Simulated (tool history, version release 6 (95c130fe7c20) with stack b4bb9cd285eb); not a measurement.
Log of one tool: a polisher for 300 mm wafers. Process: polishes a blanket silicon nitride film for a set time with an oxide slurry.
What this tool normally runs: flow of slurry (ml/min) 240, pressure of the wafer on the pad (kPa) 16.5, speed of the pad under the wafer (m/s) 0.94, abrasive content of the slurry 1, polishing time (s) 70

run   hour  flow of slurry (ml/min)  pressure of the wafer on the pad (kPa)  speed of the pad under the wafer (m/s)  abrasive content of the slurry  polishing time (s)  wafers since the last listed run  wafers polished on this pad  hours since the slurry nozzle was cleaned  hours since the head pressure was calibrated  hours since the slurry blender was calibrated  hours since the conditioning disc was replaced  incoming thickness of the incoming film, nm  film removed (nm)
  1      0                      240                                    16.5                                    0.94                               1                  70                                 0                         1405                                      162.4                                         127.3                                          459.7                                            29.6                                        529.8               26.3
      28.3  -- worn pad replaced by a new one
      49.1  -- slurry blender recalibrated
  2   49.6                      270                                    16.5                                    0.94                               1                  70                               590                          261                                        212                                         176.9                                            0.5                                            79.2                                          529               30.1
  3   77.7                      240                                    16.5                                    0.94                               1                  70                               380                          642                                      240.1                                           205                                           28.6                                           107.3                                        540.4               29.4
     123.3  -- conditioning disc replaced and pad reconditioned
  4  126.7                      240                                    16.5                                    0.94                               1                  70                               637                         1279                                      289.1                                           254                                           77.6                                             3.4                                        528.5               28.7
     192.9  -- worn pad replaced by a new one
  5  193.4                      240                                    13.1                                    0.94                               1                  70                               849                            6                                      355.8                                         320.7                                          144.3                                            70.1                                        535.1                 23
  6  229.8                      240                                    13.1                                    0.94                               1                  70                               493                          500                                      392.2                                         357.1                                          180.7                                           106.5                                        539.2               22.4
     249.2  -- slurry nozzle cleaned
  7  263.9                      240                                    16.5                                    0.94                               1                  70                               448                          948                                       14.7                                         391.2                                          214.8                                           140.6                                        527.6               30.2
     267.2  -- conditioning disc replaced and pad reconditioned
     323.4  -- worn pad replaced by a new one
  8  328.2                      240                                    16.5                                    0.94                               1                  70                               790                           65                                         79                                         455.5                                          279.1                                              61                                          532               28.8
     359.9  -- head pressure recalibrated
  9  399.1                      285                                    11.7                                    0.94                            0.85                  82                               933                          999                                      149.9                                          39.2                                            350                                           131.9                                        524.6               21.5
     403.7  -- conditioning disc replaced and pad reconditioned
 10  423.7                      315                                    16.5                                    0.94                             1.1                  80                               306                         1305                                      174.5                                          63.8                                          374.6                                              20                                        526.8                 34
     474.5  -- worn pad replaced by a new one
 11  480.7                      240                                    16.5                                    0.94                               1                  70                               718                           84                                      231.5                                         120.8                                          431.6                                              77                                        533.5                 26
 12    549                      190                                    16.5                                    0.94                               1                  78                               925                         1010                                      299.8                                         189.1                                          499.9                                           145.3                                        523.2               26.6
       562  -- slurry blender recalibrated
     566.6  -- conditioning disc replaced and pad reconditioned
 13  574.2                      240                                    16.5                                    0.68                               1                  70                               287                         1297                                        325                                         214.3                                           12.2                                             7.6                                        525.8               23.1
     601.3  -- worn pad replaced by a new one
 14  611.6                      240                                    16.5                                    0.94                               1                  70                               452                          139                                      362.4                                         251.7                                           49.6                                              45                                        531.1                 28
 15  670.9                      240                                    16.5                                    0.94                               1                  61                               803                          942                                      421.7                                           311                                          108.9                                           104.3                                        524.6               24.4
     697.2  -- slurry nozzle cleaned
 16  697.7                      240                                    16.5                                    1.16                               1                  70                               349                         1292                                        0.5                                         337.8                                          135.7                                           131.1                                          532               34.7
     715.7  -- conditioning disc replaced and pad reconditioned
     730.9  -- worn pad replaced by a new one
 17  738.2                      315                                    16.5                                    0.94                               1                  70                               467                           99                                         41                                         378.3                                          176.2                                            22.5                                        520.2               30.7

5 ways to go on from here, each from the tool as it stands after run 17. What would each give?
  A  738.6                      240                                    16.5                                    0.94                               1                  70                                 5                          104                                       41.4                                         378.7                                          176.6                                            22.9                                        528.6                  ?
  B  738.6                      170                                    16.5                                    0.94                               1                  70                                 5                          104                                       41.4                                         378.7                                          176.6                                            22.9                                        528.6                  ?
  C  738.6                      240                                    16.5                                    0.94                             0.9                  62                                 5                          104                                       41.4                                         378.7                                          176.6                                            22.9                                        528.6                  ?
  D  738.6                      240                                    16.5                                     0.7                               1                  94                                 5                          104                                       41.4                                         378.7                                          176.6                                            22.9                                        528.6                  ?
  E  738.6                      190                                    13.8                                    0.76                            0.75                  70                                 5                          104                                       41.4                                         378.7                                          176.6                                            22.9                                        528.6                  ?

run  film removed (nm)
  A               30.3
  B                 29
  C               25.3
  D                 34
  E                 18
Take away the tool's hidden state, keep each run's random variation, and the runs would have read:
run  film removed (nm)
  A                 32
  B               30.7
  C               26.8
  D               35.9
  E               19.2

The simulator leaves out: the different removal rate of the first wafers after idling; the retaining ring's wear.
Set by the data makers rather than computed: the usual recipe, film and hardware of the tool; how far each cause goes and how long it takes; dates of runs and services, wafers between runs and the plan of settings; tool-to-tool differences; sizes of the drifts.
